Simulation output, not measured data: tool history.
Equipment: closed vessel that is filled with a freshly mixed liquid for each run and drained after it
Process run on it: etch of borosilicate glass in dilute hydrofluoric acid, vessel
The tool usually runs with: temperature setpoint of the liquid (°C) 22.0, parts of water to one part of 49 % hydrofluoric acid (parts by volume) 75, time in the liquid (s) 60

| run | hour | temperature setpoint of the liquid (°C) | parts of water to one part of 49 % hydrofluoric acid (parts by volume) | time in the liquid (s) | wafers since the last listed run | hours since the thermometer was replaced | hours since the hydrofluoric acid flow meter was replaced | hours since the gauge calibration | read-back film thickness of the borosilicate glass reference wafer, read on the same gauge (nm) | thickness taken off the borosilicate glass on a monitor wafer (Å) |
|---|---|---|---|---|---|---|---|---|---|---|
| 1 | 0.0 | 22.0 | 75 | 60 | 0 | 704.0 | 1742.8 | 390.7 | 49.99 | 310.0 |
| 2 | 17.2 | 21.0 | 75 | 60 | 2022 | 721.2 | 1760.0 | 407.9 | 49.99 | 295.3 |
| 3 | 52.6 | 21.0 | 75 | 60 | 4162 | 756.6 | 1795.4 | 443.3 | 49.99 | 295.4 |
| 4 | 67.5 | 22.0 | 75 | 60 | 1751 | 771.5 | 1810.3 | 458.2 | 50.00 | 312.7 |
| 5 | 90.6 | 22.0 | 75 | 70 | 2716 | 794.6 | 1833.4 | 481.3 | 49.97 | 358.9 |
| 6 | 117.3 | 22.0 | 75 | 60 | 3139 | 821.3 | 1860.1 | 508.0 | 49.98 | 308.8 |
| 7 | 134.9 | 22.0 | 75 | 60 | 2069 | 838.9 | 1877.7 | 525.6 | 50.00 | 309.6 |
| 8 | 150.3 | 22.0 | 75 | 60 | 1810 | 854.3 | 1893.1 | 541.0 | 49.98 | 312.5 |
| 9 | 176.3 | 22.0 | 75 | 45 | 3057 | 880.3 | 1919.1 | 567.0 | 50.00 | 234.7 |
| 10 | 198.9 | 22.0 | 75 | 45 | 2657 | 902.9 | 1941.7 | 589.6 | 50.01 | 235.4 |
| 11 | 290.5 | 22.0 | 75 | 45 | 10770 | 994.5 | 2033.3 | 681.2 | 50.03 | 232.0 |
| 12 | 325.7 | 22.0 | 75 | 40 | 4138 | 1029.7 | 2068.5 | 716.4 | 50.01 | 212.1 |
|  | 349.6 | thermometer replaced |
| 13 | 355.0 | 22.0 | 75 | 40 | 3327 | 5.4 | 2097.8 | 745.7 | 50.05 | 195.6 |
|  | 366.4 | gauge calibrated |
| 14 | 460.7 | 22.0 | 75 | 60 | 12428 | 111.1 | 2203.5 | 94.3 | 50.01 | 297.0 |
| 15 | 518.3 | 23.5 | 105 | 60 | 6772 | 168.7 | 2261.1 | 151.9 | 50.03 | 217.8 |
| 16 | 538.2 | 23.5 | 105 | 60 | 2339 | 188.6 | 2281.0 | 171.8 | 49.99 | 217.8 |
| 17 | 568.7 | 20.5 | 100 | 45 | 3586 | 219.1 | 2311.5 | 202.3 | 50.03 | 151.6 |
| 18 | 588.3 | 23.5 | 105 | 60 | 2304 | 238.7 | 2331.1 | 221.9 | 50.02 | 217.6 |
| 19 | 604.1 | 19.0 | 55 | 35 | 1857 | 254.5 | 2346.9 | 237.7 | 50.07 | 213.6 |
| 20 | 624.9 | 19.0 | 55 | 80 | 2445 | 275.3 | 2367.7 | 258.5 | 49.99 | 491.4 |
| 21 | 717.6 | 22.0 | 65 | 30 | 10899 | 368.0 | 2460.4 | 351.2 | 49.99 | 174.1 |
|  | 726.2 | hydrofluoric acid flow meter replaced |
| 22 | 739.2 | 22.0 | 75 | 60 | 2422 | 389.6 | 13.0 | 372.8 | 50.00 | 303.1 |
| 23 | 756.1 | 22.0 | 75 | 60 | 1987 | 406.5 | 29.9 | 389.7 | 49.97 | 300.8 |
| 24 | 784.2 | 24.0 | 45 | 35 | 3303 | 434.6 | 58.0 | 417.8 | 49.96 | 335.8 |
| 25 | 819.0 | 22.0 | 75 | 60 | 4091 | 469.4 | 92.8 | 452.6 | 49.97 | 302.4 |
| 26 | 850.8 | 22.0 | 75 | 35 | 3738 | 501.2 | 124.6 | 484.4 | 50.03 | 177.2 |
| 27 | 880.0 | 18.5 | 75 | 70 | 3433 | 530.4 | 153.8 | 513.6 | 50.01 | 307.9 |
| 28 | 904.7 | 22.0 | 75 | 80 | 2904 | 555.1 | 178.5 | 538.3 | 50.02 | 412.2 |
|  | 933.2 | gauge calibrated |
| 29 | 936.9 | 24.0 | 75 | 60 | 3786 | 587.3 | 210.7 | 3.7 | 50.01 | 328.3 |
| 30 | 951.9 | 18.0 | 35 | 40 | 1763 | 602.3 | 225.7 | 18.7 | 50.07 | 390.8 |
| 31 | 967.7 | 25.5 | 110 | 40 | 1857 | 618.1 | 241.5 | 34.5 | 50.04 | 155.4 |
| 32 | 984.7 | 20.5 | 75 | 45 | 1998 | 635.1 | 258.5 | 51.5 | 49.96 | 216.6 |

The logged runs with the hidden state left out (each run's random variation unchanged):
Hidden state present: liquid hotter than its thermometer reads (K); hydrofluoric acid flow above the setpoint (%); gauge reads high (%).
| run | thickness taken off the borosilicate glass on a monitor wafer (Å) |
|---|---|
| 1 | 294.7 |
| 2 | 280.3 |
| 3 | 279.8 |
| 4 | 295.9 |
| 5 | 339.2 |
| 6 | 291.3 |
| 7 | 291.7 |
| 8 | 294.0 |
| 9 | 220.5 |
| 10 | 220.8 |
| 11 | 216.3 |
| 12 | 197.2 |
| 13 | 195.2 |
| 14 | 294.4 |
| 15 | 215.1 |
| 16 | 214.8 |
| 17 | 149.1 |
| 18 | 213.9 |
| 19 | 209.3 |
| 20 | 481.0 |
| 21 | 169.4 |
| 22 | 294.7 |
| 23 | 292.1 |
| 24 | 325.3 |
| 25 | 292.3 |
| 26 | 170.9 |
| 27 | 296.1 |
| 28 | 396.2 |
| 29 | 315.0 |
| 30 | 373.4 |
| 31 | 149.1 |
| 32 | 206.8 |
